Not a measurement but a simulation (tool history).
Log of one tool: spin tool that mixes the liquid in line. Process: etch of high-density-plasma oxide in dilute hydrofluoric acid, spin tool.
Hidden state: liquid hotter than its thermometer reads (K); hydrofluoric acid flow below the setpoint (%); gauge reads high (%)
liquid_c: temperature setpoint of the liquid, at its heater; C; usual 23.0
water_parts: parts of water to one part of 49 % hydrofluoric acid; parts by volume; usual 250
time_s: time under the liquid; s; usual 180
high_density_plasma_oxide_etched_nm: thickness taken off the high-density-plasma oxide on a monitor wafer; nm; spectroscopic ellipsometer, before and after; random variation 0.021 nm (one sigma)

run	hour	liquid_c	water_parts	time_s	wafers since the last listed run	hours since the thermometer was replaced	hours since the hydrofluoric acid flow meter was replaced	hours since the gauge calibration	read-back film thickness of the high-density-plasma oxide reference wafer, read on the same gauge (nm)	high_density_plasma_oxide_etched_nm
1	0.0	23.0	250	180	0	1337.2	1123.8	207.8	70.651	3.603
2	33.7	23.0	250	180	242	1370.9	1157.5	241.5	70.751	3.561
3	58.9	23.0	250	115	181	1396.1	1182.7	266.7	70.842	2.304
4	88.4	21.5	250	135	212	1425.6	1212.2	296.2	70.908	2.562
5	124.3	21.5	250	135	258	1461.5	1248.1	332.1	71.039	2.533
6	141.1	20.0	250	180	120	1478.3	1264.9	348.9	71.072	3.274
7	175.9	23.0	250	180	250	1513.1	1299.7	383.7	71.175	3.584
8	188.2	23.0	250	180	88	1525.4	1312.0	396.0	71.204	3.612
9	212.1	23.0	250	250	171	1549.3	1335.9	419.9	71.247	4.990
10	230.6	23.0	250	250	133	1567.8	1354.4	438.4	71.333	5.027
11	247.5	23.0	250	250	121	1584.7	1371.3	455.3	71.374	5.052
# hour 270.0: hydrofluoric acid flow meter replaced
12	271.4	23.0	250	180	164	1608.6	1.4	479.2	71.456	3.592
13	300.9	23.0	330	180	212	1638.1	30.9	508.7	71.525	2.532
14	314.9	23.0	205	125	100	1652.1	44.9	522.7	71.562	3.194
15	337.9	23.0	215	180	165	1675.1	67.9	545.7	71.622	4.388
16	354.5	23.0	250	180	119	1691.7	84.5	562.3	71.610	3.662
17	379.8	20.5	335	145	181	1717.0	109.8	587.6	71.758	1.865
# hour 394.3: gauge calibrated
18	404.4	23.0	250	250	176	1741.6	134.4	10.1	69.812	4.931
19	489.2	26.5	210	180	610	1826.4	219.2	94.9	70.066	4.987
# hour 492.5: thermometer replaced
20	517.5	23.0	220	290	196	25.0	247.5	123.2	70.139	6.716
21	537.1	23.0	250	180	140	44.6	267.1	142.8	70.160	3.614
22	550.0	20.5	250	180	92	57.5	280.0	155.7	70.239	3.236
23	573.3	23.0	250	85	167	80.8	303.3	179.0	70.295	1.689
24	604.0	23.0	250	180	220	111.5	334.0	209.7	70.378	3.579
25	622.3	23.0	250	180	131	129.8	352.3	228.0	70.411	3.577
26	639.6	23.0	295	150	124	147.1	369.6	245.3	70.485	2.416
27	664.6	21.0	200	135	179	172.1	394.6	270.3	70.575	3.270

3 ways to go on from here, each from the tool as it stands after run 27. What would each give?
A	665.1	26.5	250	180	3	172.6	395.1	270.8	?	?
B	665.1	18.5	340	215	3	172.6	395.1	270.8	?	?
C	665.1	19.5	315	180	3	172.6	395.1	270.8	?	?

run	read-back film thickness of the high-density-plasma oxide reference wafer, read on the same gauge (nm)	high_density_plasma_oxide_etched_nm
A	70.574	4.085
B	70.574	2.479
C	70.574	2.374
Without the tool's hidden state the same runs would have given:
run	high_density_plasma_oxide_etched_nm
A	4.054
B	2.460
C	2.355

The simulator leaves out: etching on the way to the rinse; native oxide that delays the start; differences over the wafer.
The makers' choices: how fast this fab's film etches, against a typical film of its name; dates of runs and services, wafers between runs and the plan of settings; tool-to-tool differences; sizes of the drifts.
